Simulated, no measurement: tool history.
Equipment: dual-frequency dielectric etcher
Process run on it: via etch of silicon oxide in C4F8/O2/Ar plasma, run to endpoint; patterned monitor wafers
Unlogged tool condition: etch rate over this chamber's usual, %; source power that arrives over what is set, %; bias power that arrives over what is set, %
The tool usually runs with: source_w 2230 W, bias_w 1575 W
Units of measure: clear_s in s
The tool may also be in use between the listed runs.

run,hour,source_w,bias_w,wafers since the last listed run,hours since the last wet clean,hours since the last source power generator calibration,hours since the last bias power generator calibration,hours since the last upper electrode change,"incoming incoming film thickness, nm",clear_s
1,0.0,2230,1575,0,360.6,1538.1,2288.1,2168.0,1497.2,282.9
2,58.2,2230,1575,403,418.8,1596.3,2346.3,2226.2,1476.7,272.4
# hour 97.8: wet clean of the chamber
3,148.5,2230,1575,459,50.7,1686.6,2436.6,2316.5,1518.5,290.2
4,190.0,1880,1575,287,92.2,1728.1,2478.1,2358.0,1496.3,308.6
5,240.0,2230,1575,346,142.2,1778.1,2528.1,2408.0,1494.5,282.3
6,356.7,2230,1575,809,258.9,1894.8,2644.8,2524.7,1490.6,280.0
7,443.1,2230,1575,599,345.3,1981.2,2731.2,2611.1,1484.8,278.3
8,529.4,2230,1413,598,431.6,2067.5,2817.5,2697.4,1488.7,283.5
9,569.0,2230,1413,274,471.2,2107.1,2857.1,2737.0,1494.0,281.8
# hour 613.2: bias power generator calibrated
# hour 618.7: wet clean of the chamber
10,624.6,2230,1575,319,5.9,2162.7,11.4,2792.6,1498.3,287.3
# hour 734.1: source power generator calibrated
11,819.2,2230,1575,1322,200.5,85.1,206.0,2987.2,1498.9,284.1
12,861.0,2230,1575,289,242.3,126.9,247.8,3029.0,1498.3,281.7
13,906.8,2230,1575,317,288.1,172.7,293.6,3074.8,1501.5,282.1
# hour 1127.0: wet clean of the chamber
14,1189.3,2630,1575,1793,62.3,455.2,576.1,3357.3,1488.8,268.0
15,1240.4,1910,1698,354,113.4,506.3,627.2,3408.4,1474.5,292.9
16,1307.8,2230,1575,467,180.8,573.7,694.6,3475.8,1472.1,276.9
# hour 1388.7: upper electrode replaced
17,1389.2,2070,1922,398,262.2,655.1,776.0,0.5,1489.4,271.9
18,1450.4,1880,1575,424,323.4,716.3,837.2,61.7,1483.7,295.1
19,1501.5,2760,1414,354,374.5,767.4,888.3,112.8,1481.0,257.0
# hour 1539.4: wet clean of the chamber
20,1572.9,1920,1875,328,33.5,838.8,959.7,184.2,1479.5,288.1
21,1624.1,2530,1268,355,84.7,890.0,1010.9,235.4,1482.3,287.8
22,1684.4,2730,1346,418,145.0,950.3,1071.2,295.7,1486.5,270.2
23,1723.3,2620,1286,269,183.9,989.2,1110.1,334.6,1498.1,279.1
24,1762.1,1760,1934,269,222.7,1028.0,1148.9,373.4,1474.1,288.2
25,1866.0,2610,1256,720,326.6,1131.9,1252.8,477.3,1478.1,273.1

List, for all runs, the conditions of the tool that the log does not record:
source power that arrives over what is set, %: 0 at every run
bias power that arrives over what is set, %: 0 at every run
H1: etch rate over this chamber's usual, %
run,H1
1,3.51
2,4.18
3,0.785
4,1.26
5,1.83
6,3.17
7,4.16
8,5.15
9,5.6
10,0.827
11,3.06
12,3.53
13,4.06
14,0.627
15,1.21
16,1.98
17,2.92
18,3.62
19,4.2
20,0.648
21,1.23
22,1.93
23,2.37
24,2.82
25,4.01
